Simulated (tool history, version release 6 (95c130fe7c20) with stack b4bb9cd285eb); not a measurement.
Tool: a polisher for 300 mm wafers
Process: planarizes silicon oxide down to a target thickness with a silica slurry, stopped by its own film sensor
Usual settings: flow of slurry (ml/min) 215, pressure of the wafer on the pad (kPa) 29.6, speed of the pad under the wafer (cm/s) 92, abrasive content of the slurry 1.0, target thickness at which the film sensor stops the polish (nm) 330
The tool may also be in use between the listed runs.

run     day  flow of slurry (ml/min)  pressure of the wafer on the pad (kPa)  speed of the pad under the wafer (cm/s)  abrasive content of the slurry  target thickness at which the film sensor stops the polish (nm)  wafers since the last listed run  wafers polished on this pad  hours since the slurry nozzle was cleaned  hours since the head pressure was calibrated  hours since the slurry blender was calibrated  hours since the conditioning disc was replaced  incoming thickness of the incoming film, nm  time until the film sensor stopped the polish (s)
  1   0.000                      215                                    29.6                                       92                             1.0                                                              330                                 0                          345                                      231.0                                         402.1                                           42.1                                           222.1                                        645.5                                              118.2
      0.867  -- conditioning disc replaced and pad reconditioned
  2   1.142                      215                                    29.6                                      116                             1.0                                                              300                               154                          499                                      258.4                                         429.5                                           69.5                                             6.6                                        634.0                                              109.7
      3.154  -- worn pad replaced by a new one
  3   4.858                      215                                    29.6                                       92                             1.0                                                              330                               517                          248                                      347.6                                         518.7                                          158.7                                            95.8                                        643.8                                              116.8
      5.379  -- slurry blender recalibrated
  4   5.696                      215                                    29.6                                       92                             1.0                                                              330                               109                          358                                      367.7                                         538.8                                            7.6                                           115.9                                        642.6                                              114.6
  5   6.246                      215                                    29.6                                       92                             1.0                                                              330                                80                          438                                      380.9                                         552.0                                           20.8                                           129.1                                        637.5                                              111.7
  6   7.196                      215                                    29.6                                       92                             1.0                                                              330                               138                          576                                      403.7                                         574.8                                           43.6                                           151.9                                        633.1                                              112.1
  7   8.304                      215                                    29.6                                       92                             1.0                                                              330                               161                          738                                      430.3                                         601.4                                           70.2                                           178.5                                        651.2                                              118.8
      8.654  -- worn pad replaced by a new one
  8   9.617                      215                                    29.6                                       92                             1.0                                                              330                               167                          140                                      461.8                                         632.9                                          101.7                                           210.0                                        650.4                                              115.8
      9.896  -- conditioning disc replaced and pad reconditioned
  9  10.842                      215                                    29.6                                       92                             1.0                                                              410                               166                          306                                      491.2                                         662.3                                          131.1                                            22.7                                        634.2                                               81.2
 10  11.567                      215                                    29.6                                       92                             1.0                                                              410                               105                          412                                      508.6                                         679.7                                          148.5                                            40.1                                        634.1                                               81.8
     11.712  -- slurry blender recalibrated
 11  12.342                      215                                    29.6                                       92                             1.0                                                              330                               100                          513                                      527.2                                         698.3                                           15.1                                            58.7                                        635.3                                              111.7
 12  13.683                      160                                    20.0                                       92                             1.0                                                              281                               195                          708                                      559.4                                         730.5                                           47.3                                            90.9                                        650.3                                              206.0
 13  14.938                      215                                    38.6                                       68                             1.0                                                              330                               182                          891                                      589.5                                         760.6                                           77.4                                           121.0                                        632.9                                               98.2
     15.708  -- worn pad replaced by a new one
 14  16.275                      215                                    29.6                                      114                             1.1                                                              330                               170                           82                                      621.6                                         792.7                                          109.5                                           153.1                                        632.4                                               88.4
 15  17.650                      280                                    35.2                                       62                             1.0                                                              428                               200                          283                                      654.6                                         825.7                                          142.5                                           186.1                                        634.0                                               75.0
     18.121  -- slurry blender recalibrated
 16  18.725                      215                                    29.6                                       92                             1.0                                                              330                               144                          427                                      680.4                                         851.5                                           14.5                                           211.9                                        631.1                                              104.1
     19.308  -- conditioning disc replaced and pad reconditioned
     19.733  -- slurry nozzle cleaned
 17  20.038                      215                                    29.6                                      106                             1.0                                                              383                               173                          600                                        7.3                                         883.0                                           46.0                                            17.5                                        646.0                                               84.5
 18  20.633                      215                                    29.6                                       92                             1.0                                                              330                                86                          687                                       21.6                                         897.3                                           60.3                                            31.8                                        643.0                                              108.2
 19  21.283                      215                                    29.6                                       70                             0.7                                                              330                                94                          782                                       37.2                                         912.9                                           75.9                                            47.4                                        633.1                                              143.5
     21.550  -- head pressure recalibrated
 20  22.017                      215                                    29.6                                       92                             1.0                                                              330                                94                          877                                       54.8                                          11.2                                           93.5                                            65.0                                        646.0                                              124.1
     22.212  -- worn pad replaced by a new one
     24.204  -- slurry blender recalibrated
 21  25.262                      215                                    29.6                                       92                             1.0                                                              241                               436                          432                                      132.7                                          89.1                                           25.4                                           142.9                                        629.3                                              154.8
 22  26.367                      180                                    29.6                                       92                             1.0                                                              377                               160                          593                                      159.2                                         115.6                                           51.9                                           169.4                                        644.2                                              109.2
 23  27.504                      215                                    29.6                                       92                             1.0                                                              330                               165                          759                                      186.5                                         142.9                                           79.2                                           196.7                                        649.5                                              126.2
     27.808  -- conditioning disc replaced and pad reconditioned
 24  28.171                      190                                    29.6                                       92                             1.0                                                              330                                85                          844                                      202.5                                         158.9                                           95.2                                             8.7                                        639.2                                              123.0
     28.425  -- worn pad replaced by a new one
 25  28.758                      215                                    29.6                                       92                             0.9                                                              330                                61                           48                                      216.6                                         173.0                                          109.3                                            22.8                                        635.6                                              125.2

Some steps in time until the film sensor stopped the polish (s) between neighbouring runs. How much of each would the tool show without its hidden state too (settings, what came in, random variation), and how much is left for the hidden state, with any gauge scatter that isn't in both results?
The hidden state here: removal rate lost through wear of the pad, %; slurry flow missing at the pad, %; deviation of the head's pressure from its setpoint, %; abrasive missing from the slurry, %; time polished since the conditioner stopped cutting, s.
Run 11 -> 12: flow of slurry (ml/min) 215 -> 160, pressure of the wafer on the pad (kPa) 29.6 -> 20.0, target thickness at which the film sensor stops the polish (nm) 330 -> 281. time until the film sensor stopped the polish (s) +94.3: hidden state -10.0, all else +104.3.
Run 12 -> 13: flow of slurry (ml/min) 160 -> 215, pressure of the wafer on the pad (kPa) 20.0 -> 38.6, speed of the pad under the wafer (cm/s) 92 -> 68, target thickness at which the film sensor stops the polish (nm) 281 -> 330. time until the film sensor stopped the polish (s) -107.8: hidden state +9.8, all else -117.6.
Run 19 -> 20: speed of the pad under the wafer (cm/s) 70 -> 92, abrasive content of the slurry 0.7 -> 1.0, head pressure recalibrated. time until the film sensor stopped the polish (s) -19.4: hidden state +21.4, all else -40.8.
